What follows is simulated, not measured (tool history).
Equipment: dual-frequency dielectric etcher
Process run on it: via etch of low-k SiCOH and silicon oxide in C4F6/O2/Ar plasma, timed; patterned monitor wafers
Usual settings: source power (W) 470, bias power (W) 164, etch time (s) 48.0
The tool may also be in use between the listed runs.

| run | hour | source power (W) | bias power (W) | etch time (s) | read-back reference wafer on the same gauge, depth_nm | mean etch depth across the wafer (angstrom) |
|---|---|---|---|---|---|---|
| 1 | 0.0 | 470 | 177 | 48.0 | 117.0 | 1445 |
|  | 49.8 | wet clean of the chamber |
| 2 | 50.5 | 470 | 177 | 48.0 | 117.0 | 1418 |
| 3 | 92.6 | 470 | 177 | 48.0 | 117.0 | 1416 |
| 4 | 172.4 | 470 | 182 | 48.0 | 117.0 | 1430 |
| 5 | 212.0 | 470 | 182 | 48.0 | 117.0 | 1433 |
| 6 | 297.3 | 470 | 164 | 48.0 | 116.9 | 1418 |
| 7 | 344.1 | 470 | 164 | 48.0 | 117.0 | 1417 |
|  | 413.3 | wet clean of the chamber |
| 8 | 422.0 | 470 | 164 | 38.0 | 116.9 | 1035 |
| 9 | 524.7 | 470 | 196 | 48.0 | 116.9 | 1383 |
| 10 | 598.4 | 470 | 164 | 51.0 | 117.0 | 1411 |
|  | 622.4 | gauge calibrated |
| 11 | 639.8 | 470 | 164 | 48.0 | 117.0 | 1336 |
|  | 653.9 | bias power generator calibrated |
|  | 669.3 | wet clean of the chamber, repeated, since the last time left the tool worse |
| 12 | 700.5 | 470 | 164 | 48.0 | 117.0 | 1376 |
| 13 | 797.6 | 470 | 130 | 41.0 | 117.0 | 1121 |
| 14 | 840.6 | 380 | 124 | 48.0 | 117.1 | 1163 |
| 15 | 913.4 | 470 | 164 | 48.0 | 117.0 | 1397 |
| 16 | 971.2 | 470 | 164 | 48.0 | 117.0 | 1405 |
|  | 1088.1 | wet clean of the chamber |
| 17 | 1088.6 | 470 | 181 | 48.0 | 117.0 | 1423 |
|  | 1271.5 | source power generator calibrated |
|  | 1398.8 | upper electrode replaced |
| 18 | 1399.3 | 470 | 164 | 56.5 | 117.0 | 1670 |
|  | 1447.0 | wet clean of the chamber |
| 19 | 1448.5 | 470 | 164 | 48.0 | 117.0 | 1391 |
| 20 | 1505.7 | 470 | 188 | 42.0 | 117.0 | 1261 |
| 21 | 1603.8 | 400 | 147 | 52.5 | 117.0 | 1364 |
| 22 | 1644.4 | 470 | 164 | 48.0 | 117.0 | 1406 |
|  | 1759.6 | wet clean of the chamber |
| 23 | 1760.1 | 470 | 189 | 48.0 | 117.0 | 1435 |
| 24 | 1786.4 | 500 | 133 | 62.5 | 117.0 | 1781 |

4 ways to go on from here, each from the tool as it stands after run 24. What would each give?
| A | 1786.8 | 470 | 199 | 48.0 | ? | ? |
| B | 1786.8 | 390 | 151 | 42.5 | ? | ? |
| C | 1786.8 | 360 | 204 | 36.5 | ? | ? |
| D | 1786.8 | 360 | 136 | 42.5 | ? | ? |

| run | read-back reference wafer on the same gauge, depth_nm | mean etch depth across the wafer (angstrom) |
|---|---|---|
| A | 117.1 | 1462 |
| B | 117.1 | 1090 |
| C | 117.1 | 963 |
| D | 117.1 | 1014 |
Stripped of hidden state, with their random variation kept, the same runs would have yielded:
| run | mean etch depth across the wafer (angstrom) |
|---|---|
| A | 1457 |
| B | 1086 |
| C | 960 |
| D | 1011 |
